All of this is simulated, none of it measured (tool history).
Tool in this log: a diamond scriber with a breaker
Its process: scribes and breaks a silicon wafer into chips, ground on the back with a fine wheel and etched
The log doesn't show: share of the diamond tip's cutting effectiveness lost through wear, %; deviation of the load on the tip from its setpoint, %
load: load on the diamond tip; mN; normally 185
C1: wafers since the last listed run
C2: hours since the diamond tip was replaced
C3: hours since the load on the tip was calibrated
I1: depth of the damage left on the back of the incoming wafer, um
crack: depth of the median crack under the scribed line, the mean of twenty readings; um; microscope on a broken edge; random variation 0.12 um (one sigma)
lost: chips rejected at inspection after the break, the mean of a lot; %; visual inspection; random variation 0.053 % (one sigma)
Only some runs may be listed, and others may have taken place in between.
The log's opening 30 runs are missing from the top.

{"run": 31, "day": 29.308, "load": 160, "C1": 49, "C2": 137.6, "C3": 186.1, "I1": 0.32, "crack": 8.95, "lost": 10.52}
{"run": 32, "day": 30.112, "load": 205, "C1": 30, "C2": 156.9, "C3": 205.4, "I1": 0.32, "crack": 11.03, "lost": 1.97}
{"run": 33, "day": 30.988, "load": 223, "C1": 33, "C2": 177.9, "C3": 226.4, "I1": 0.73, "crack": 11.95, "lost": 4.79}
{"run": 34, "day": 32.262, "load": 185, "C1": 48, "C2": 208.5, "C3": 257, "I1": 0.48, "crack": 10.23, "lost": 2.4}
{"run": 35, "day": 33.308, "load": 154, "C1": 40, "C2": 233.6, "C3": 282.1, "I1": 0.68, "crack": 8.5, "lost": 15.02}
{"run": 36, "day": 34.292, "load": 185, "C1": 37, "C2": 257.2, "C3": 305.7, "I1": 0.34, "crack": 10.15, "lost": 2.51}
{"run": 37, "day": 35.567, "load": 142, "C1": 48, "C2": 287.8, "C3": 336.3, "I1": 0.68, "crack": 7.77, "lost": 23.87}
{"run": 38, "day": 36.942, "load": 185, "C1": 52, "C2": 320.8, "C3": 369.3, "I1": 0.34, "crack": 9.8, "lost": 2.91}

Forecast each of these 4 alternatives for the next run:
{"run": "A", "day": 36.971, "load": 185, "C1": 1, "C2": 321.5, "C3": 370, "I1": 0.35, "crack": "?", "lost": "?"}
{"run": "B", "day": 36.971, "load": 152, "C1": 1, "C2": 321.5, "C3": 370, "I1": 0.35, "crack": "?", "lost": "?"}
{"run": "C", "day": 36.971, "load": 222, "C1": 1, "C2": 321.5, "C3": 370, "I1": 0.35, "crack": "?", "lost": "?"}
{"run": "D", "day": 36.971, "load": 164, "C1": 1, "C2": 321.5, "C3": 370, "I1": 0.35, "crack": "?", "lost": "?"}

run=A crack=9.89 lost=2.69
run=B crack=8.26 lost=16.64
run=C crack=11.57 lost=3.59
run=D crack=8.87 lost=9.5
Stripped of hidden state, with their random variation kept, the same runs would have yielded:
run=A crack=10.58 lost=1.47
run=B crack=8.84 lost=9.81
run=C crack=12.38 lost=7.87
run=D crack=9.49 lost=4.6
